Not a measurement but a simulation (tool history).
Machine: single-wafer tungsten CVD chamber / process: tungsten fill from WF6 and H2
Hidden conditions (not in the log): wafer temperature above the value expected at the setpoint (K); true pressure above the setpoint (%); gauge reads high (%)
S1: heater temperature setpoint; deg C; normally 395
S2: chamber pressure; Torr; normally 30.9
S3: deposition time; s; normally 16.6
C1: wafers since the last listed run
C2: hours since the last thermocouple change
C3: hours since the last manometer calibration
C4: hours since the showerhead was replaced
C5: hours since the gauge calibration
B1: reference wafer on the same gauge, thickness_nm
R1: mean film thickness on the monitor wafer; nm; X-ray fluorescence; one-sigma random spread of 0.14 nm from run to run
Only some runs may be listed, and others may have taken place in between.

run,day,S1,S2,S3,C1,C2,C3,C4,C5,B1,R1
1,0,395,30.9,19,0,698.6,2895.1,4241.4,164.2,39.281,48.786
2,0.738,395,35.9,16.6,366,716.3,2912.8,4259.1,181.9,39.327,44.775
3,1.196,395,35.9,16.6,227,727.3,2923.8,4270.1,192.9,39.294,44.667
4,1.483,395,30.9,16.6,142,734.2,2930.7,4277,199.8,39.297,42.828
5,1.871,395,30.9,16.6,192,743.5,2940,4286.3,209.1,39.308,42.949
6,2.792,395,30.9,16.6,457,765.6,2962.1,4308.4,231.2,39.291,43.015
7,3.225,395,30.9,16.6,215,776,2972.5,4318.8,241.6,39.337,42.721
8,4.371,395,30.9,16.6,569,803.5,3000,4346.3,269.1,39.297,42.802
9,5.012,395,30.9,16.6,319,818.9,3015.4,4361.7,284.5,39.272,42.725
10,5.454,395,30.9,16.6,219,829.5,3026,4372.3,295.1,39.284,42.696
11,6.175,395,30.9,16.6,358,846.8,3043.3,4389.6,312.4,39.294,42.866
12,6.8,395,30.9,16.6,310,861.8,3058.3,4404.6,327.4,39.292,42.764
13,7.333,395,30.9,16.6,265,874.6,3071.1,4417.4,340.2,39.284,42.751
# day 7.892: thermocouple changed; heater temperature recalibrated
# day 8.671: capacitance manometer re-zeroed and calibrated
# day 9.312: showerhead replaced
14,9.392,384,30.9,16.6,526,36,17.3,1.9,389.6,39.32,34.397
15,9.85,384,30.9,16.6,227,47,28.3,12.9,400.6,39.321,34.277
16,10.4,384,30.9,16.6,273,60.2,41.5,26.1,413.8,39.297,34.254
17,10.796,381,33.7,18.5,196,69.7,51,35.6,423.3,39.31,36.728
18,11.067,382,30.9,14,134,76.2,57.5,42.1,429.8,39.323,27.798
19,11.658,395,30.9,16.6,294,90.4,71.7,56.3,444,39.299,42.883
20,12.158,395,35.6,16.6,248,102.4,83.7,68.3,456,39.316,44.519
21,12.742,395,30.9,16.6,290,116.4,97.7,82.3,470,39.315,42.669
22,13.283,402,32.9,15.3,269,129.4,110.7,95.3,483,39.283,45.77
23,13.612,399,35.2,18.6,163,137.3,118.6,103.2,490.9,39.321,53.783
24,14.012,403,35.8,16.6,198,146.9,128.2,112.8,500.5,39.316,52.242
# day 14.225: gauge calibrated
25,14.383,395,30.9,16.6,184,155.8,137.1,121.7,3.8,39.332,42.888
26,15.108,395,30.9,19.3,360,173.2,154.5,139.1,21.2,39.308,49.776
27,15.367,410,26,13.7,128,179.4,160.7,145.3,27.4,39.271,44.462
28,15.771,410,26,13.7,200,189.1,170.4,155,37.1,39.287,44.592
29,16.046,381,38.4,16.6,136,195.7,177,161.6,43.7,39.311,34.285
30,16.575,383,36.2,19,263,208.4,189.7,174.3,56.4,39.31,40.076
31,17.162,395,36.3,16.6,292,222.5,203.8,188.4,70.5,39.32,44.841
32,17.688,387,36.6,16.6,261,235.1,216.4,201,83.1,39.291,38.096
33,18.346,391,37,15.1,327,250.9,232.2,216.8,98.9,39.307,37.856
34,19.075,401,28.2,18.1,362,268.4,249.7,234.3,116.4,39.298,51.463

Give the tool's hidden conditions for every run:
wafer temperature above the value expected at the setpoint (K): 0 at every run
true pressure above the setpoint (%): 0 at every run
gauge reads high (%): 0 at every run
